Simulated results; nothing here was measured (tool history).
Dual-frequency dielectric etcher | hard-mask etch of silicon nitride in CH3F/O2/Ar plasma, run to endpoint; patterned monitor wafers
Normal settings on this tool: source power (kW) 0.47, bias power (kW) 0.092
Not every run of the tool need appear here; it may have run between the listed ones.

run,day,source power (kW),bias power (kW),"incoming incoming film thickness, nm",endpoint time (s)
1,0,0.47,0.092,47.21,57.2
# day 0.35: wet clean of the chamber
2,1.95,0.47,0.092,46.81,53
3,4.196,0.47,0.108,46.91,50.7
4,7.283,0.47,0.108,47.04,51.3
5,19.742,0.47,0.108,47,52.5
# day 22.271: wet clean of the chamber
6,22.725,0.47,0.092,47.16,53.5
7,26.288,0.47,0.092,47.18,53.7
8,28.517,0.47,0.092,46.79,53.4
9,31.133,0.47,0.079,47.54,57.8
10,33.333,0.47,0.079,46.73,57
11,35.388,0.47,0.092,47.2,54.7
12,37.862,0.47,0.092,46.79,54.5
13,41.246,0.47,0.106,46.68,52.2
14,44.092,0.47,0.106,46.84,52.4
# day 45.229: wet clean of the chamber
15,47.588,0.47,0.084,46.83,54.4
16,51.804,0.51,0.092,47.39,51.9
17,54.796,0.53,0.092,47.19,50.7
# day 55.104: source power generator calibrated
# day 56.446: upper electrode replaced
18,58.696,0.47,0.092,47,55.8
19,63.083,0.43,0.107,46.89,56.1
# day 64.896: wet clean of the chamber
20,66.738,0.47,0.092,47.26,55.3
# day 70.288: bias power generator calibrated
21,71.021,0.36,0.099,46.91,62.1
22,72.871,0.5,0.092,46.17,52.5
23,76.417,0.59,0.092,46.71,49.7
24,78.979,0.4,0.103,46.86,58.6
25,80.858,0.47,0.092,46.7,55.7
# day 84.504: wet clean of the chamber
26,84.525,0.4,0.079,47.2,62.9
27,86.958,0.52,0.083,47.17,54
28,90.438,0.47,0.114,47.44,51.8
29,92.5,0.47,0.07,47.12,60.8
30,96.321,0.58,0.074,46.34,53
31,100.242,0.44,0.1,47.1,56.7
32,102.642,0.55,0.084,47.3,54.6
# day 104.388: wet clean of the chamber
33,105.592,0.52,0.105,46.68,48.6

3 ways to go on from here, each from the tool as it stands after run 33. What would each give?
A,105.608,0.47,0.071,46.91,?
B,105.608,0.59,0.079,46.91,?
C,105.608,0.51,0.111,46.91,?

run,endpoint time (s)
A,58.9
B,50.7
C,48.5
What these runs would have given with no unlogged condition in the tool:
run,endpoint time (s)
A,59.6
B,51.2
C,49
